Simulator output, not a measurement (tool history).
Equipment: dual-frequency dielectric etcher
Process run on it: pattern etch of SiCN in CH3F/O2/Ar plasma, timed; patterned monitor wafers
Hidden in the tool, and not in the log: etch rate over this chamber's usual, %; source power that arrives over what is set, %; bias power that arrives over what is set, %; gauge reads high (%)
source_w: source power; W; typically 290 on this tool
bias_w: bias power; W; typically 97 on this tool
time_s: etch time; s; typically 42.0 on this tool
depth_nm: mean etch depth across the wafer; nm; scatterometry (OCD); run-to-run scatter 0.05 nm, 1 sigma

run,day,source_w,bias_w,time_s,wafers since the last listed run,hours since the last wet clean,hours since the last source power generator calibration,hours since the last bias power generator calibration,hours since the last upper electrode change,hours since the gauge calibration,"read-back reference wafer on the same gauge, depth_nm",depth_nm
1,0.000,290,97,42.0,0,398.6,1471.6,790.1,2606.4,1106.7,13.58,16.11
2,4.867,290,97,42.0,867,515.4,1588.4,906.9,2723.2,1223.5,13.59,16.21
3,6.262,290,97,42.0,248,548.9,1621.9,940.4,2756.7,1257.0,13.60,16.19
# day 8.608: wet clean of the chamber
4,8.975,290,97,47.5,305,8.8,1687.0,1005.5,2821.8,1322.1,13.61,18.43
5,11.583,290,97,47.5,465,71.4,1749.6,1068.1,2884.4,1384.7,13.60,18.51
6,13.588,290,97,51.0,357,119.5,1797.7,1116.2,2932.5,1432.8,13.61,19.92
7,15.342,330,97,42.0,312,161.6,1839.8,1158.3,2974.6,1474.9,13.60,17.28
8,22.225,290,97,42.0,1227,326.8,2005.0,1323.5,3139.8,1640.1,13.60,16.53
9,24.467,350,105,42.0,399,380.6,2058.8,1377.3,3193.6,1693.9,13.61,18.15
10,27.167,330,77,38.5,481,445.4,2123.6,1442.1,3258.4,1758.7,13.61,14.80
11,28.471,290,85,42.0,232,476.7,2154.9,1473.4,3289.7,1790.0,13.60,15.80
# day 35.708: wet clean of the chamber, repeated, since the last time left the tool worse
# day 35.779: source power generator calibrated
12,35.862,290,97,42.0,1127,3.7,2.0,1650.8,3467.1,1967.4,13.60,15.94
13,40.138,290,111,42.0,762,106.3,104.6,1753.4,3569.7,2070.0,13.61,16.59
# day 42.129: bias power generator calibrated
14,42.796,290,97,42.0,444,170.1,168.4,16.0,3633.5,2133.8,13.59,15.94
15,44.312,290,91,42.0,270,206.5,204.8,52.4,3669.9,2170.2,13.60,15.72
# day 46.762: upper electrode replaced
16,47.058,290,97,47.5,311,272.4,270.7,118.3,7.1,2236.1,13.58,18.17
# day 50.858: gauge calibrated
17,53.354,330,97,38.5,1122,423.5,421.8,269.4,158.2,59.9,13.59,15.40
18,54.488,340,112,42.0,202,450.7,449.0,296.6,185.4,87.1,13.60,17.84
19,57.417,290,106,42.0,522,521.0,519.3,366.9,255.7,157.4,13.60,16.54
# day 59.246: wet clean of the chamber
20,60.912,250,113,42.0,445,40.0,603.2,450.8,339.6,241.3,13.60,15.94
21,62.258,290,97,42.0,240,72.3,635.5,483.1,371.9,273.6,13.62,15.81
22,63.612,330,97,42.0,241,104.8,668.0,515.6,404.4,306.1,13.61,16.73
23,69.542,290,97,42.0,1057,247.1,810.3,657.9,546.7,448.4,13.60,15.93
24,72.071,310,97,42.0,451,307.8,871.0,718.6,607.4,509.1,13.60,16.44
25,78.300,250,97,42.0,1110,457.3,1020.5,868.1,756.9,658.6,13.60,15.24
26,80.588,350,113,49.5,407,512.2,1075.4,923.0,811.8,713.5,13.60,21.31
27,82.975,270,117,52.0,425,569.5,1132.7,980.3,869.1,770.8,13.60,20.82
# day 86.171: wet clean of the chamber
28,86.192,290,97,42.0,395,0.5,1209.9,1057.5,946.3,848.0,13.59,15.87
29,87.125,340,81,54.5,166,22.9,1232.3,1079.9,968.7,870.4,13.60,20.67
30,89.825,240,97,42.0,481,87.7,1297.1,1144.7,1033.5,935.2,13.58,14.89

4 options for the next run, each taken on its own from the tool as it stands now. Forecast them:
A,89.842,290,97,42.0,2,88.1,1297.5,1145.1,1033.9,935.6,?,?
B,89.842,330,85,46.0,2,88.1,1297.5,1145.1,1033.9,935.6,?,?
C,89.842,290,97,32.5,2,88.1,1297.5,1145.1,1033.9,935.6,?,?
D,89.842,320,107,53.0,2,88.1,1297.5,1145.1,1033.9,935.6,?,?

run,"read-back reference wafer on the same gauge, depth_nm",depth_nm
A,13.60,15.91
B,13.60,17.50
C,13.60,12.31
D,13.60,21.47
Had the tool no hidden state, the same runs would have come out as:
run,depth_nm
A,15.84
B,17.43
C,12.26
D,21.38

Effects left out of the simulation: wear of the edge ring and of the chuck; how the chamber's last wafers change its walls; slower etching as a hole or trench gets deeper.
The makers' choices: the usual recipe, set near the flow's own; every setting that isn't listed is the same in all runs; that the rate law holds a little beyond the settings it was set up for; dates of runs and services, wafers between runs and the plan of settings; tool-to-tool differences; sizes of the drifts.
